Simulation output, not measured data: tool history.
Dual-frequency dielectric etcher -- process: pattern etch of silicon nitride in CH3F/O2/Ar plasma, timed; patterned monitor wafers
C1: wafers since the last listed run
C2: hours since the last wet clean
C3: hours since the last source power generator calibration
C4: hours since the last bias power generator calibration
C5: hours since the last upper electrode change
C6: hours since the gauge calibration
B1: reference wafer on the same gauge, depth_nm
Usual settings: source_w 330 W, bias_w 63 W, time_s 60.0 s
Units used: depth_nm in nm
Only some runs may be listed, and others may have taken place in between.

run 1 hour=0.0 | source_w=330 bias_w=70 time_s=60.0 | C1=0 C2=0.5 C3=1995.1 C4=3490.4 C5=4969.2 C6=527.3 | B1=34.27 | depth_nm=36.10
run 2 hour=11.4 | source_w=330 bias_w=63 time_s=60.0 | C1=162 C2=11.9 C3=2006.5 C4=3501.8 C5=4980.6 C6=538.7 | B1=34.30 | depth_nm=34.87
run 3 hour=35.7 | source_w=330 bias_w=63 time_s=60.0 | C1=346 C2=36.2 C3=2030.8 C4=3526.1 C5=5004.9 C6=563.0 | B1=34.17 | depth_nm=34.41
run 4 hour=69.5 | source_w=330 bias_w=63 time_s=60.0 | C1=481 C2=70.0 C3=2064.6 C4=3559.9 C5=5038.7 C6=596.8 | B1=34.26 | depth_nm=34.52
run 5 hour=91.3 | source_w=330 bias_w=63 time_s=60.0 | C1=310 C2=91.8 C3=2086.4 C4=3581.7 C5=5060.5 C6=618.6 | B1=34.33 | depth_nm=34.20
-- hour=124.4 upper electrode replaced
run 6 hour=124.9 | source_w=330 bias_w=53 time_s=60.0 | C1=136 C2=125.4 C3=2120.0 C4=3615.3 C5=0.5 C6=652.2 | B1=34.34 | depth_nm=32.59
run 7 hour=146.1 | source_w=330 bias_w=63 time_s=60.0 | C1=302 C2=146.6 C3=2141.2 C4=3636.5 C5=21.7 C6=673.4 | B1=34.28 | depth_nm=34.50
run 8 hour=158.4 | source_w=330 bias_w=63 time_s=55.0 | C1=175 C2=158.9 C3=2153.5 C4=3648.8 C5=34.0 C6=685.7 | B1=34.33 | depth_nm=31.57
-- hour=159.0 gauge calibrated
run 9 hour=172.0 | source_w=330 bias_w=63 time_s=48.5 | C1=193 C2=172.5 C3=2167.1 C4=3662.4 C5=47.6 C6=13.0 | B1=34.27 | depth_nm=28.04
-- hour=208.8 source power generator calibrated
run 10 hour=209.3 | source_w=330 bias_w=59 time_s=60.0 | C1=474 C2=209.8 C3=0.5 C4=3699.7 C5=84.9 C6=50.3 | B1=34.27 | depth_nm=33.59
-- hour=232.4 bias power generator calibrated
-- hour=253.1 wet clean of the chamber, repeated, since the last time left the tool worse
run 11 hour=253.6 | source_w=330 bias_w=63 time_s=60.0 | C1=277 C2=0.5 C3=44.8 C4=21.2 C5=129.2 C6=94.6 | B1=34.34 | depth_nm=36.51
run 12 hour=261.4 | source_w=330 bias_w=63 time_s=60.0 | C1=111 C2=8.3 C3=52.6 C4=29.0 C5=137.0 C6=102.4 | B1=34.29 | depth_nm=36.86
run 13 hour=293.5 | source_w=330 bias_w=63 time_s=72.0 | C1=457 C2=40.4 C3=84.7 C4=61.1 C5=169.1 C6=134.5 | B1=34.31 | depth_nm=44.28
run 14 hour=328.8 | source_w=290 bias_w=51 time_s=71.5 | C1=502 C2=75.7 C3=120.0 C4=96.4 C5=204.4 C6=169.8 | B1=34.36 | depth_nm=38.93
run 15 hour=350.9 | source_w=270 bias_w=63 time_s=60.0 | C1=314 C2=97.8 C3=142.1 C4=118.5 C5=226.5 C6=191.9 | B1=34.20 | depth_nm=34.24
run 16 hour=371.1 | source_w=300 bias_w=63 time_s=52.0 | C1=287 C2=118.0 C3=162.3 C4=138.7 C5=246.7 C6=212.1 | B1=34.29 | depth_nm=30.42
run 17 hour=392.9 | source_w=330 bias_w=63 time_s=60.0 | C1=310 C2=139.8 C3=184.1 C4=160.5 C5=268.5 C6=233.9 | B1=34.30 | depth_nm=36.86
run 18 hour=409.5 | source_w=330 bias_w=63 time_s=53.0 | C1=236 C2=156.4 C3=200.7 C4=177.1 C5=285.1 C6=250.5 | B1=34.34 | depth_nm=32.39
run 19 hour=438.5 | source_w=360 bias_w=59 time_s=54.0 | C1=413 C2=185.4 C3=229.7 C4=206.1 C5=314.1 C6=279.5 | B1=34.36 | depth_nm=32.93
run 20 hour=450.8 | source_w=330 bias_w=63 time_s=60.0 | C1=175 C2=197.7 C3=242.0 C4=218.4 C5=326.4 C6=291.8 | B1=34.24 | depth_nm=36.62
run 21 hour=469.9 | source_w=330 bias_w=75 time_s=47.0 | C1=272 C2=216.8 C3=261.1 C4=237.5 C5=345.5 C6=310.9 | B1=34.34 | depth_nm=30.08
run 22 hour=486.1 | source_w=370 bias_w=74 time_s=46.0 | C1=230 C2=233.0 C3=277.3 C4=253.7 C5=361.7 C6=327.1 | B1=34.43 | depth_nm=31.28
run 23 hour=518.0 | source_w=390 bias_w=74 time_s=73.5 | C1=454 C2=264.9 C3=309.2 C4=285.6 C5=393.6 C6=359.0 | B1=34.30 | depth_nm=49.56
run 24 hour=546.5 | source_w=330 bias_w=68 time_s=77.5 | C1=406 C2=293.4 C3=337.7 C4=314.1 C5=422.1 C6=387.5 | B1=34.38 | depth_nm=48.00
run 25 hour=576.8 | source_w=330 bias_w=63 time_s=60.0 | C1=431 C2=323.7 C3=368.0 C4=344.4 C5=452.4 C6=417.8 | B1=34.29 | depth_nm=36.40
run 26 hour=604.1 | source_w=330 bias_w=63 time_s=60.0 | C1=388 C2=351.0 C3=395.3 C4=371.7 C5=479.7 C6=445.1 | B1=34.23 | depth_nm=36.29
run 27 hour=617.1 | source_w=330 bias_w=54 time_s=60.0 | C1=185 C2=364.0 C3=408.3 C4=384.7 C5=492.7 C6=458.1 | B1=34.25 | depth_nm=34.22
run 28 hour=631.6 | source_w=270 bias_w=63 time_s=60.0 | C1=206 C2=378.5 C3=422.8 C4=399.2 C5=507.2 C6=472.6 | B1=34.35 | depth_nm=33.20
run 29 hour=700.1 | source_w=330 bias_w=68 time_s=69.0 | C1=975 C2=447.0 C3=491.3 C4=467.7 C5=575.7 C6=541.1 | B1=34.30 | depth_nm=42.95

Table of differences, measured result less the result of that run with no hidden state. Run-to-run variation is the same in both. Gauge scatter possibly is not:
The hidden state here: etch rate over this chamber's usual, %; source power that arrives over what is set, %; bias power that arrives over what is set, %; gauge reads high (%).
run=1 depth_nm=-2.17
run=2 depth_nm=-2.12
run=3 depth_nm=-2.13
run=4 depth_nm=-2.21
run=5 depth_nm=-2.23
run=6 depth_nm=-2.18
run=7 depth_nm=-2.35
run=8 depth_nm=-2.17
run=9 depth_nm=-1.95
run=10 depth_nm=-2.41
run=11 depth_nm=+0.04
run=12 depth_nm=+0.03
run=13 depth_nm=-0.04
run=14 depth_nm=-0.10
run=15 depth_nm=-0.12
run=16 depth_nm=-0.14
run=17 depth_nm=-0.21
run=18 depth_nm=-0.21
run=19 depth_nm=-0.26
run=20 depth_nm=-0.31
run=21 depth_nm=-0.29
run=22 depth_nm=-0.32
run=23 depth_nm=-0.59
run=24 depth_nm=-0.64
run=25 depth_nm=-0.54
run=26 depth_nm=-0.59
run=27 depth_nm=-0.57
run=28 depth_nm=-0.58
run=29 depth_nm=-0.90
